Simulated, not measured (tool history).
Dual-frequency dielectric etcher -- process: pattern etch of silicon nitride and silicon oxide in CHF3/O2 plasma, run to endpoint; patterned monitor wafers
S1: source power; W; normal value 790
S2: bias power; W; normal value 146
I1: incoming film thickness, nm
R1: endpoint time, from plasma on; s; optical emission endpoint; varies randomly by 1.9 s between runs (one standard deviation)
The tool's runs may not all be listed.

{"run": 1, "hour": 0.0, "S1": 790, "S2": 170, "I1": 321.7, "R1": 218.1}
{"run": 2, "hour": 91.0, "S1": 880, "S2": 146, "I1": 320.8, "R1": 225.6}
{"run": 3, "hour": 189.7, "S1": 880, "S2": 146, "I1": 322.1, "R1": 220.7}
{"hour": 266.7, "done": "wet clean of the chamber"}
{"run": 4, "hour": 286.7, "S1": 790, "S2": 156, "I1": 319.8, "R1": 228.6}
{"run": 5, "hour": 330.0, "S1": 790, "S2": 156, "I1": 319.5, "R1": 226.1}
{"run": 6, "hour": 401.4, "S1": 790, "S2": 146, "I1": 323.3, "R1": 230.9}
{"run": 7, "hour": 486.1, "S1": 790, "S2": 146, "I1": 323.0, "R1": 231.5}
{"run": 8, "hour": 580.5, "S1": 790, "S2": 146, "I1": 321.3, "R1": 225.9}
{"hour": 695.9, "done": "bias power generator calibrated"}
{"hour": 742.5, "done": "wet clean of the chamber"}
{"hour": 776.2, "done": "upper electrode replaced"}
{"run": 9, "hour": 836.2, "S1": 790, "S2": 146, "I1": 322.0, "R1": 231.2}
{"run": 10, "hour": 920.2, "S1": 790, "S2": 146, "I1": 325.6, "R1": 236.2}
{"run": 11, "hour": 1014.7, "S1": 970, "S2": 127, "I1": 318.0, "R1": 232.7}
{"run": 12, "hour": 1074.9, "S1": 680, "S2": 146, "I1": 321.2, "R1": 237.2}
{"run": 13, "hour": 1166.1, "S1": 690, "S2": 176, "I1": 320.1, "R1": 215.2}
{"hour": 1196.1, "done": "source power generator calibrated"}
{"run": 14, "hour": 1208.3, "S1": 630, "S2": 146, "I1": 322.0, "R1": 235.4}
{"hour": 1272.3, "done": "wet clean of the chamber"}
{"run": 15, "hour": 1272.8, "S1": 790, "S2": 146, "I1": 323.9, "R1": 241.6}
{"run": 16, "hour": 1348.1, "S1": 950, "S2": 126, "I1": 322.2, "R1": 239.4}
{"run": 17, "hour": 1402.5, "S1": 710, "S2": 119, "I1": 320.2, "R1": 258.9}
{"run": 18, "hour": 1450.8, "S1": 660, "S2": 173, "I1": 318.2, "R1": 225.8}
{"run": 19, "hour": 1554.6, "S1": 940, "S2": 123, "I1": 323.5, "R1": 236.4}
{"run": 20, "hour": 1618.5, "S1": 790, "S2": 146, "I1": 323.7, "R1": 227.8}
{"run": 21, "hour": 1705.8, "S1": 970, "S2": 161, "I1": 318.3, "R1": 207.4}

Branching from run 21: 4 alternative next runs. What would each branch give?
{"run": "A", "hour": 1706.3, "S1": 710, "S2": 146, "I1": 325.4, "R1": "?"}
{"run": "B", "hour": 1706.3, "S1": 730, "S2": 137, "I1": 325.4, "R1": "?"}
{"run": "C", "hour": 1706.3, "S1": 690, "S2": 125, "I1": 325.4, "R1": "?"}
{"run": "D", "hour": 1706.3, "S1": 880, "S2": 164, "I1": 325.4, "R1": "?"}

run=A R1=234.6
run=B R1=239.0
run=C R1=250.8
run=D R1=213.4
The same runs, with their run-to-run variation unchanged, on a tool lacking any hidden condition would have given:
run=A R1=245.4
run=B R1=250.0
run=C R1=262.4
run=D R1=223.2
